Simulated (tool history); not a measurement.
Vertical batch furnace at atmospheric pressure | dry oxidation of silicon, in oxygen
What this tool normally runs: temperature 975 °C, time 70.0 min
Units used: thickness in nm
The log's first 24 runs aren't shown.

run	day	temperature	time	wafers since the last listed run	hours since the last temperature calibration	hours since the boat lift was adjusted	hours since the gauge calibration	read-back reference wafer on the same gauge, thickness	thickness
# day 30.204: boat lift adjusted
25	30.225	981	59.5	372	223.4	0.5	127.0	70.18	77.47
26	30.646	975	70.0	136	233.5	10.6	137.1	70.21	80.91
27	31.192	975	85.0	177	246.6	23.7	150.2	70.21	88.10
28	32.675	975	70.0	481	282.2	59.3	185.8	70.20	80.59
29	33.667	964	94.5	321	306.0	83.1	209.6	70.19	87.57
30	34.321	975	70.0	212	321.7	98.8	225.3	70.20	80.94
31	35.788	957	84.0	476	356.9	134.0	260.5	70.21	80.24
32	36.912	975	93.5	365	383.9	161.0	287.5	70.21	92.02
33	37.954	997	48.5	338	408.9	186.0	312.5	70.22	76.37
34	39.012	998	99.5	343	434.3	211.4	337.9	70.21	106.72
35	40.483	975	70.0	477	469.6	246.7	373.2	70.19	80.88
36	41.021	983	41.0	174	482.5	259.6	386.1	70.18	67.29
37	41.846	967	91.5	267	502.3	279.4	405.9	70.20	87.28
38	42.879	975	70.0	335	527.1	304.2	430.7	70.19	80.70

What if the next run were any one of these 3? Each begins from the tool's condition after run 38:
A	43.054	952	70.0	56	531.3	308.4	434.9	?	?
B	43.054	975	60.5	56	531.3	308.4	434.9	?	?
C	43.054	975	49.5	56	531.3	308.4	434.9	?	?

run	read-back reference wafer on the same gauge, thickness	thickness
A	70.19	72.58
B	70.19	75.99
C	70.19	70.17
Take away the tool's hidden state, keep each run's random variation, and the runs would have read:
run	thickness
A	72.63
B	76.05
C	70.22
